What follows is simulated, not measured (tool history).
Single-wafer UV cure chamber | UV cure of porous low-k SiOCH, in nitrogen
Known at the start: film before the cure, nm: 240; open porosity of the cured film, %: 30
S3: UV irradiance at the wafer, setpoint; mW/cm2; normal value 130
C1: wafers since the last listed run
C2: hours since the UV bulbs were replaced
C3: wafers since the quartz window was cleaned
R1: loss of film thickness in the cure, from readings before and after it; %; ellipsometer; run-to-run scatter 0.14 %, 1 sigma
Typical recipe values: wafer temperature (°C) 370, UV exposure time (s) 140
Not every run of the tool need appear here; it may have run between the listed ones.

run 1 hour=0.0 | wafer_temperature_(°C)=370 UV_exposure_time_(s)=140 S3=130 | C1=0 C2=1121.4 C3=3155 | R1=12.111
run 2 hour=21.8 | wafer_temperature_(°C)=370 UV_exposure_time_(s)=140 S3=130 | C1=92 C2=1143.2 C3=3247 | R1=12.003
run 3 hour=55.1 | wafer_temperature_(°C)=370 UV_exposure_time_(s)=140 S3=130 | C1=140 C2=1176.5 C3=3388 | R1=12.133
run 4 hour=78.4 | wafer_temperature_(°C)=370 UV_exposure_time_(s)=140 S3=130 | C1=98 C2=1199.8 C3=3486 | R1=12.222
run 5 hour=124.6 | wafer_temperature_(°C)=381 UV_exposure_time_(s)=140 S3=130 | C1=195 C2=1246.0 C3=3682 | R1=12.181
run 6 hour=137.7 | wafer_temperature_(°C)=381 UV_exposure_time_(s)=140 S3=130 | C1=55 C2=1259.1 C3=3737 | R1=12.315
run 7 hour=167.6 | wafer_temperature_(°C)=355 UV_exposure_time_(s)=165 S3=130 | C1=126 C2=1289.0 C3=3864 | R1=12.383
-- hour=176.3 UV bulbs replaced
run 8 hour=201.8 | wafer_temperature_(°C)=355 UV_exposure_time_(s)=165 S3=130 | C1=110 C2=25.5 C3=3974 | R1=12.376
run 9 hour=234.9 | wafer_temperature_(°C)=355 UV_exposure_time_(s)=165 S3=130 | C1=140 C2=58.6 C3=4114 | R1=12.500
run 10 hour=250.6 | wafer_temperature_(°C)=355 UV_exposure_time_(s)=110 S3=130 | C1=66 C2=74.3 C3=4181 | R1=10.307
run 11 hour=276.5 | wafer_temperature_(°C)=375 UV_exposure_time_(s)=190 S3=112 | C1=109 C2=100.2 C3=4290 | R1=12.846
-- hour=301.3 quartz window cleaned
run 12 hour=301.8 | wafer_temperature_(°C)=376 UV_exposure_time_(s)=140 S3=110 | C1=73 C2=125.5 C3=1 | R1=11.966
run 13 hour=328.7 | wafer_temperature_(°C)=370 UV_exposure_time_(s)=140 S3=130 | C1=113 C2=152.4 C3=115 | R1=12.870
run 14 hour=347.8 | wafer_temperature_(°C)=388 UV_exposure_time_(s)=180 S3=130 | C1=80 C2=171.5 C3=196 | R1=14.393
run 15 hour=372.7 | wafer_temperature_(°C)=355 UV_exposure_time_(s)=110 S3=130 | C1=105 C2=196.4 C3=301 | R1=11.039
run 16 hour=386.1 | wafer_temperature_(°C)=370 UV_exposure_time_(s)=90 S3=157 | C1=56 C2=209.8 C3=358 | R1=11.503
run 17 hour=402.2 | wafer_temperature_(°C)=370 UV_exposure_time_(s)=140 S3=130 | C1=68 C2=225.9 C3=426 | R1=12.659
run 18 hour=432.4 | wafer_temperature_(°C)=389 UV_exposure_time_(s)=195 S3=101 | C1=127 C2=256.1 C3=554 | R1=13.768

Hidden state at the last listed run before each entry between runs and at the first one after, where it differs:
Run 7 -> run 8: UV bulbs replaced (hour 176.3)
  transmission lost against a clean window, %: 16.8 -> 17.4
  measured minus no-state result, R1: -0.937 -> -0.978 %
Run 11 -> run 12: quartz window cleaned (hour 301.3)
  transmission lost against a clean window, %: 18.7 -> 0.969
  measured minus no-state result, R1: -1.080 -> -0.049 %

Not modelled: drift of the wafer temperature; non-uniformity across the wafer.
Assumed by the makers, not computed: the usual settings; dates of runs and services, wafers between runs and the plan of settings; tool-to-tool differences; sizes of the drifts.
